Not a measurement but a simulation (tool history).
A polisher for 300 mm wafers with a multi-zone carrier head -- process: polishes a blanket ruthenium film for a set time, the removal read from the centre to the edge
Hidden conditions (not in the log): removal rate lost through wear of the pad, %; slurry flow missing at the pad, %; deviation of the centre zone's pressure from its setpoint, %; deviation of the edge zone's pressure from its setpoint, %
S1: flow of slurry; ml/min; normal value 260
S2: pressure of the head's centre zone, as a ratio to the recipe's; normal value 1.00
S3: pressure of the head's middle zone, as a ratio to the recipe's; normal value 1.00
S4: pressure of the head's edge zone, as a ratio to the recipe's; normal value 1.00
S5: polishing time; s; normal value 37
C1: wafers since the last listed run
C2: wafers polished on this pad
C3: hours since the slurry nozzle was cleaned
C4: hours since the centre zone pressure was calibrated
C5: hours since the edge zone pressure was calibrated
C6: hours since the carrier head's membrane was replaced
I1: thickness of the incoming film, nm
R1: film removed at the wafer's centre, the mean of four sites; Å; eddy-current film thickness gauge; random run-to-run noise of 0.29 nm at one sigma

run 1 hour=0.0 | S1=260 S2=1.00 S3=1.00 S4=1.00 S5=37 | C1=0 C2=361 C3=536.5 C4=208.3 C5=1438.1 C6=1457.9 | I1=529.8 | R1=303
run 2 hour=16.9 | S1=260 S2=1.00 S3=1.00 S4=1.00 S5=37 | C1=238 C2=599 C3=553.4 C4=225.2 C5=1455.0 C6=1474.8 | I1=538.1 | R1=306
run 3 hour=27.2 | S1=260 S2=1.00 S3=1.00 S4=1.00 S5=37 | C1=145 C2=745 C3=563.7 C4=235.5 C5=1465.3 C6=1485.1 | I1=526.8 | R1=304
-- hour=37.8 worn pad replaced by a new one
run 4 hour=43.3 | S1=260 S2=1.00 S3=0.93 S4=1.00 S5=37 | C1=170 C2=77 C3=579.8 C4=251.6 C5=1481.4 C6=1501.2 | I1=531.2 | R1=304
run 5 hour=54.1 | S1=260 S2=1.00 S3=1.00 S4=1.00 S5=37 | C1=152 C2=230 C3=590.6 C4=262.4 C5=1492.2 C6=1512.0 | I1=534.6 | R1=306
run 6 hour=64.3 | S1=260 S2=1.00 S3=1.00 S4=1.00 S5=37 | C1=144 C2=374 C3=600.8 C4=272.6 C5=1502.4 C6=1522.2 | I1=532.7 | R1=307
run 7 hour=72.4 | S1=260 S2=1.00 S3=1.00 S4=1.00 S5=37 | C1=114 C2=489 C3=608.9 C4=280.7 C5=1510.5 C6=1530.3 | I1=526.1 | R1=309
-- hour=90.0 carrier head's membrane replaced by a new one
run 8 hour=90.5 | S1=260 S2=1.00 S3=1.00 S4=1.00 S5=37 | C1=185 C2=674 C3=627.0 C4=298.8 C5=1528.6 C6=0.5 | I1=537.3 | R1=306
-- hour=95.0 worn pad replaced by a new one
-- hour=95.5 slurry nozzle cleaned
run 9 hour=100.4 | S1=260 S2=1.00 S3=1.00 S4=1.00 S5=37 | C1=75 C2=68 C3=4.9 C4=308.7 C5=1538.5 C6=10.4 | I1=528.7 | R1=304
run 10 hour=117.8 | S1=260 S2=1.00 S3=1.00 S4=1.00 S5=37 | C1=245 C2=314 C3=22.3 C4=326.1 C5=1555.9 C6=27.8 | I1=532.5 | R1=311
run 11 hour=133.9 | S1=190 S2=1.00 S3=1.00 S4=0.95 S5=37 | C1=227 C2=542 C3=38.4 C4=342.2 C5=1572.0 C6=43.9 | I1=533.0 | R1=298
run 12 hour=144.1 | S1=260 S2=1.00 S3=1.00 S4=1.00 S5=37 | C1=144 C2=686 C3=48.6 C4=352.4 C5=1582.2 C6=54.1 | I1=532.3 | R1=311
-- hour=160.8 worn pad replaced by a new one
run 13 hour=161.3 | S1=260 S2=1.00 S3=1.00 S4=1.00 S5=37 | C1=186 C2=6 C3=65.8 C4=369.6 C5=1599.4 C6=71.3 | I1=522.5 | R1=317
-- hour=190.6 edge zone pressure recalibrated
-- hour=195.3 centre zone pressure recalibrated
run 14 hour=197.2 | S1=260 S2=1.00 S3=1.00 S4=1.03 S5=37 | C1=450 C2=457 C3=101.7 C4=1.9 C5=6.6 C6=107.2 | I1=518.6 | R1=287
run 15 hour=213.2 | S1=340 S2=0.94 S3=1.00 S4=1.00 S5=37 | C1=226 C2=683 C3=117.7 C4=17.9 C5=22.6 C6=123.2 | I1=533.6 | R1=275
-- hour=227.5 worn pad replaced by a new one
run 16 hour=229.0 | S1=230 S2=1.00 S3=1.00 S4=1.04 S5=37 | C1=166 C2=21 C3=133.5 C4=33.7 C5=38.4 C6=139.0 | I1=532.4 | R1=283
run 17 hour=242.3 | S1=260 S2=1.00 S3=1.00 S4=0.92 S5=37 | C1=187 C2=209 C3=146.8 C4=47.0 C5=51.7 C6=152.3 | I1=522.7 | R1=290
run 18 hour=254.6 | S1=335 S2=1.04 S3=0.93 S4=1.00 S5=37 | C1=173 C2=383 C3=159.1 C4=59.3 C5=64.0 C6=164.6 | I1=530.9 | R1=313

What does the tool deliver on the next run?
run 19 hour=264.6 | S1=260 S2=1.00 S3=1.00 S4=1.00 S5=37 | C1=141 C2=524 C3=169.1 C4=69.3 C5=74.0 C6=174.6 | I1=539.8 | R1=?

Run 19 yielded R1 287 Å.
Without the tool's hidden state the same run would have given R1 283 Å.
